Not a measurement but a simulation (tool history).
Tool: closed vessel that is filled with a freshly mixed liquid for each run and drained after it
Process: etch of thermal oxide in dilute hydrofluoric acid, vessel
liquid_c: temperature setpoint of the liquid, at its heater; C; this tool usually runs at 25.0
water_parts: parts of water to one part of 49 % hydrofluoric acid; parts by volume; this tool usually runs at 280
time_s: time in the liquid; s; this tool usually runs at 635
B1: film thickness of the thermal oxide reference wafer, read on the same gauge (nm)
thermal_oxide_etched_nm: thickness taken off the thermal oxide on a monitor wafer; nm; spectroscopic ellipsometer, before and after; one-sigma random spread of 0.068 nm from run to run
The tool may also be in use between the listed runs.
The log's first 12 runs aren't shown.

Run 13, day 14.821: usual settings but time_s 755 s; B1 109.98. Result: thermal_oxide_etched_nm 10.53 nm.
Run 14, day 15.875: usual settings but time_s 755 s; B1 110.04. Result: thermal_oxide_etched_nm 10.38 nm.
At day 16.854: thermometer replaced.
Run 15, day 17.275: usual settings but water_parts 235 parts by volume; B1 109.96. Result: thermal_oxide_etched_nm 10.28 nm.
Run 16, day 18.000: usual settings but water_parts 235 parts by volume; B1 109.97. Result: thermal_oxide_etched_nm 10.45 nm.
Run 17, day 18.754: usual settings; B1 109.98. Result: thermal_oxide_etched_nm 8.38 nm.
Run 18, day 19.488: usual settings; B1 110.01. Result: thermal_oxide_etched_nm 8.29 nm.
Run 19, day 20.329: usual settings; B1 109.99. Result: thermal_oxide_etched_nm 8.27 nm.
Run 20, day 21.762: usual settings but liquid_c 29.5 C, water_parts 230 parts by volume, time_s 335 s; B1 110.00. Result: thermal_oxide_etched_nm 6.63 nm.
At day 22.246: hydrofluoric acid flow meter replaced.
Run 21, day 22.750: usual settings but liquid_c 23.0 C, water_parts 245 parts by volume, time_s 345 s; B1 109.96. Result: thermal_oxide_etched_nm 5.75 nm.
Run 22, day 23.638: usual settings but water_parts 155 parts by volume, time_s 350 s; B1 110.00. Result: thermal_oxide_etched_nm 10.78 nm.
Run 23, day 24.933: usual settings but liquid_c 27.5 C; B1 110.02. Result: thermal_oxide_etched_nm 10.44 nm.
Run 24, day 25.508: usual settings but liquid_c 22.5 C, water_parts 320 parts by volume; B1 109.97. Result: thermal_oxide_etched_nm 7.39 nm.
Run 25, day 26.688: usual settings but water_parts 170 parts by volume, time_s 390 s; B1 109.99. Result: thermal_oxide_etched_nm 10.85 nm.
Run 26, day 27.621: usual settings but liquid_c 21.5 C, water_parts 355 parts by volume, time_s 515 s; B1 109.96. Result: thermal_oxide_etched_nm 5.05 nm.
Run 27, day 28.204: usual settings but liquid_c 26.5 C, water_parts 325 parts by volume; B1 110.01. Result: thermal_oxide_etched_nm 8.27 nm.
Run 28, day 31.142: usual settings; B1 110.00. Result: thermal_oxide_etched_nm 9.61 nm.
At day 33.450: gauge calibrated.
Run 29, day 35.029: usual settings but liquid_c 27.5 C, time_s 840 s; B1 109.98. Result: thermal_oxide_etched_nm 13.95 nm.
Run 30, day 37.412: usual settings; B1 110.00. Result: thermal_oxide_etched_nm 9.57 nm.
Run 31, day 38.633: usual settings but water_parts 155 parts by volume; B1 110.02. Result: thermal_oxide_etched_nm 19.73 nm.
Run 32, day 39.562: usual settings but liquid_c 21.5 C, water_parts 335 parts by volume, time_s 380 s; B1 110.02. Result: thermal_oxide_etched_nm 4.11 nm.
Run 33, day 41.000: usual settings; B1 110.00. Result: thermal_oxide_etched_nm 9.68 nm.
Run 34, day 41.692: usual settings but liquid_c 27.0 C, water_parts 380 parts by volume, time_s 280 s; B1 110.01. Result: thermal_oxide_etched_nm 3.01 nm.

Estimate the outcome of run 35 from the log above:
Run 35, day 43.804: usual settings but liquid_c 30.0 C, time_s 365 s; B1 ?. Result: thermal_oxide_etched_nm ?.

B1: 109.99
thermal_oxide_etched_nm: 6.54 nm
Minus the tool's unlogged condition, the same run would have read thermal_oxide_etched_nm 6.43 nm.
